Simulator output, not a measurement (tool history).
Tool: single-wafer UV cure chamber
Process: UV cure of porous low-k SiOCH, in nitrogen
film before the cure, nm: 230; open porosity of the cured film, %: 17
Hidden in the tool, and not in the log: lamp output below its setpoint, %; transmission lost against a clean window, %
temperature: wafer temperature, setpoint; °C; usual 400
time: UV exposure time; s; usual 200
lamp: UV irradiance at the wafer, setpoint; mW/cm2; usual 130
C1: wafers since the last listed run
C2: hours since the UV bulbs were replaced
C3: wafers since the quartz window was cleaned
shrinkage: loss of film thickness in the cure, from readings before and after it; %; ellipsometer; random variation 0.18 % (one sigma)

{"run": 1, "day": 0.0, "temperature": 400, "time": 200, "lamp": 113, "C1": 0, "C2": 1173.9, "C3": 2393, "shrinkage": 10.053}
{"day": 3.104, "done": "UV bulbs replaced"}
{"run": 2, "day": 3.367, "temperature": 400, "time": 200, "lamp": 113, "C1": 276, "C2": 6.3, "C3": 2669, "shrinkage": 9.653}
{"run": 3, "day": 6.442, "temperature": 400, "time": 200, "lamp": 113, "C1": 280, "C2": 80.1, "C3": 2949, "shrinkage": 9.465}
{"run": 4, "day": 9.246, "temperature": 400, "time": 200, "lamp": 130, "C1": 255, "C2": 147.4, "C3": 3205, "shrinkage": 10.083}
{"day": 10.308, "done": "quartz window cleaned"}
{"run": 5, "day": 13.171, "temperature": 400, "time": 200, "lamp": 130, "C1": 327, "C2": 241.6, "C3": 260, "shrinkage": 10.561}
{"run": 6, "day": 17.667, "temperature": 400, "time": 200, "lamp": 130, "C1": 409, "C2": 349.5, "C3": 670, "shrinkage": 11.138}
{"run": 7, "day": 20.5, "temperature": 400, "time": 200, "lamp": 130, "C1": 258, "C2": 417.5, "C3": 928, "shrinkage": 10.66}
{"run": 8, "day": 23.992, "temperature": 400, "time": 200, "lamp": 130, "C1": 318, "C2": 501.3, "C3": 1246, "shrinkage": 10.839}
{"run": 9, "day": 28.004, "temperature": 400, "time": 250, "lamp": 145, "C1": 365, "C2": 597.6, "C3": 1612, "shrinkage": 11.629}
{"run": 10, "day": 30.454, "temperature": 400, "time": 250, "lamp": 145, "C1": 223, "C2": 656.4, "C3": 1835, "shrinkage": 11.924}
{"run": 11, "day": 32.254, "temperature": 413, "time": 110, "lamp": 130, "C1": 163, "C2": 699.6, "C3": 1999, "shrinkage": 8.71}
{"run": 12, "day": 36.708, "temperature": 413, "time": 110, "lamp": 130, "C1": 405, "C2": 806.5, "C3": 2405, "shrinkage": 8.075}
{"day": 41.125, "done": "quartz window cleaned"}
{"run": 13, "day": 41.146, "temperature": 400, "time": 200, "lamp": 130, "C1": 373, "C2": 913.0, "C3": 1, "shrinkage": 10.644}
{"run": 14, "day": 43.725, "temperature": 400, "time": 200, "lamp": 130, "C1": 234, "C2": 974.9, "C3": 236, "shrinkage": 11.112}
{"run": 15, "day": 46.096, "temperature": 400, "time": 200, "lamp": 130, "C1": 215, "C2": 1031.8, "C3": 452, "shrinkage": 10.955}
{"run": 16, "day": 50.262, "temperature": 400, "time": 200, "lamp": 130, "C1": 379, "C2": 1131.8, "C3": 832, "shrinkage": 10.937}
{"run": 17, "day": 52.025, "temperature": 389, "time": 200, "lamp": 130, "C1": 160, "C2": 1174.1, "C3": 993, "shrinkage": 10.674}
{"run": 18, "day": 55.329, "temperature": 400, "time": 315, "lamp": 103, "C1": 301, "C2": 1253.4, "C3": 1294, "shrinkage": 11.871}
{"day": 57.171, "done": "UV bulbs replaced"}
{"run": 19, "day": 58.175, "temperature": 400, "time": 200, "lamp": 130, "C1": 228, "C2": 24.1, "C3": 1522, "shrinkage": 10.52}
{"run": 20, "day": 63.583, "temperature": 400, "time": 200, "lamp": 116, "C1": 492, "C2": 153.9, "C3": 2015, "shrinkage": 9.991}

Forecast run 21:
{"run": 21, "day": 67.35, "temperature": 400, "time": 255, "lamp": 130, "C1": 343, "C2": 244.3, "C3": 2358, "shrinkage": "?"}

{"run 21": {"shrinkage": 11.375}}
Without the tool's hidden state the same run would have given shrinkage 11.899 %.

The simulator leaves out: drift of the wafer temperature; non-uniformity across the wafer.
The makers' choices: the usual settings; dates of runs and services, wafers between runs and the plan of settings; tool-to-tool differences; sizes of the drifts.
